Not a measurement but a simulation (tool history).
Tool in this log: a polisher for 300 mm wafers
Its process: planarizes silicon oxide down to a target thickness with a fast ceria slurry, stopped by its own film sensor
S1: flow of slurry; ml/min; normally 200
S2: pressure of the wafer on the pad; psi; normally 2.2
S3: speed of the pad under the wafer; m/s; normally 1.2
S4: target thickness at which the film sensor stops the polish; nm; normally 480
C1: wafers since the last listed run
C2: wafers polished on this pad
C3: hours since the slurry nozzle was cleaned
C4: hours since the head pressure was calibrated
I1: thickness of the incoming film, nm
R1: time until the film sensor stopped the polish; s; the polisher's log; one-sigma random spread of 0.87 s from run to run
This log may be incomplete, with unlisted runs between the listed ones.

run	hour	S1	S2	S3	S4	C1	C2	C3	C4	I1	R1
1	0	235	2.2	1.2	480	0	2633	87.5	368.3	1325.6	69
# hour 30.6: worn pad replaced by a new one
2	44.8	235	2.2	1.2	480	325	113	132.3	413.1	1332.4	66.9
3	207.9	235	2.2	1.2	480	1302	1415	295.4	576.2	1342.2	70.4
4	244.8	200	2.2	1.2	480	294	1710	332.3	613.1	1353.2	72.7
# hour 275.4: slurry nozzle cleaned
5	279.8	200	2.2	1.2	480	271	1982	4.4	648.1	1357	74.6
6	318.4	200	2.8	1.2	696	308	2290	43	686.7	1327.5	41.3
7	358.6	200	2.8	1.2	696	321	2611	83.2	726.9	1310.9	41.2
8	402.8	200	2.2	1.08	480	353	2964	127.4	771.1	1347.4	80.7
# hour 426.2: worn pad replaced by a new one
9	451.9	200	2.6	1.2	480	360	205	176.5	820.2	1325.3	63.3
10	518.6	200	2.6	1.2	480	532	738	243.2	886.9	1334	63.8
11	571.4	200	2.6	1.2	480	421	1159	296	939.7	1346.5	66.2
12	635.2	200	2.2	0.92	480	509	1669	359.8	1003.5	1347.7	101.6
# hour 671: head pressure recalibrated
13	690.5	200	2.2	0.92	480	425	2095	415.1	19.5	1317.6	97
# hour 716.1: slurry nozzle cleaned
14	743.3	200	2.2	1.2	480	413	2508	27.2	72.3	1365.1	83
15	775.7	200	2.2	1.2	480	258	2767	59.6	104.7	1332.2	78.5
16	799.9	180	2.2	1.2	480	193	2960	83.8	128.9	1341.5	81.3
# hour 832.9: worn pad replaced by a new one, repeated, since the last time left the tool worse
17	855.2	200	2.2	1.2	480	409	178	139.1	184.2	1331.2	67.9
18	916.1	200	2.2	0.92	480	486	664	200	245.1	1333.2	88.8
19	959.8	200	2.7	1.2	480	349	1013	243.7	288.8	1344.2	58.1
20	985.3	200	2.2	1.2	480	203	1217	269.2	314.3	1347.7	72.3
21	1055.6	200	2.2	1.2	480	561	1778	339.5	384.6	1326.8	71
# hour 1103.7: slurry nozzle cleaned
22	1114.9	135	2.2	1.48	287	465	2244	11.2	443.9	1347.1	79.8
23	1183.3	200	2.2	1.2	480	546	2790	79.6	512.3	1356	72.9
24	1238.6	200	1.5	1.48	480	441	3232	134.9	567.6	1334.8	86.4
# hour 1272.6: worn pad replaced by a new one
25	1299.1	255	2	1.5	480	451	211	195.4	628.1	1329.2	58.5
26	1338.9	170	1.7	1.5	707	317	529	235.2	667.9	1344.5	56
27	1376.7	200	2.2	1.06	332	301	831	273	705.7	1339.8	92.2
28	1435.9	160	1.7	1.46	718	472	1304	332.2	764.9	1371.1	60.5
29	1494.9	200	2.2	1.2	480	471	1775	391.2	823.9	1347	73.3
# hour 1499.6: slurry nozzle cleaned
30	1542.7	175	1.7	1.02	480	373	2149	43.1	871.7	1348.3	112
31	1589.5	135	2.2	1.48	287	373	2522	89.9	918.5	1319.8	76.8
# hour 1636.1: worn pad replaced by a new one
32	1641.8	155	2.2	1.2	480	385	45	142.2	970.8	1362.4	73.8
33	1705.7	200	2.2	1.2	480	510	555	206.1	1034.7	1310.4	67.2
# hour 1717.4: head pressure recalibrated
34	1749.3	230	2.8	1.08	480	332	887	249.7	31.9	1332.6	59
35	1918.5	200	1.4	1.2	480	1351	2239	418.9	201.1	1353.9	115.1

Here are 5 independent what-if runs from the current tool condition. What would each one return?
A	1918.9	245	2.2	1.2	480	2	2241	419.3	201.5	1338.2	?
B	1918.9	220	2.6	1.2	753	2	2241	419.3	201.5	1338.2	?
C	1918.9	200	2.7	1.08	480	2	2241	419.3	201.5	1338.2	?
D	1918.9	165	1.6	1.2	480	2	2241	419.3	201.5	1338.2	?
E	1918.9	230	3	1.32	198	2	2241	419.3	201.5	1338.2	?

run	R1
A	69.3
B	40.5
C	63.8
D	100.9
E	62.3
Had the tool no hidden state, the same runs would have come out as:
run	R1
A	65.3
B	38.2
C	60.1
D	95.1
E	58.7

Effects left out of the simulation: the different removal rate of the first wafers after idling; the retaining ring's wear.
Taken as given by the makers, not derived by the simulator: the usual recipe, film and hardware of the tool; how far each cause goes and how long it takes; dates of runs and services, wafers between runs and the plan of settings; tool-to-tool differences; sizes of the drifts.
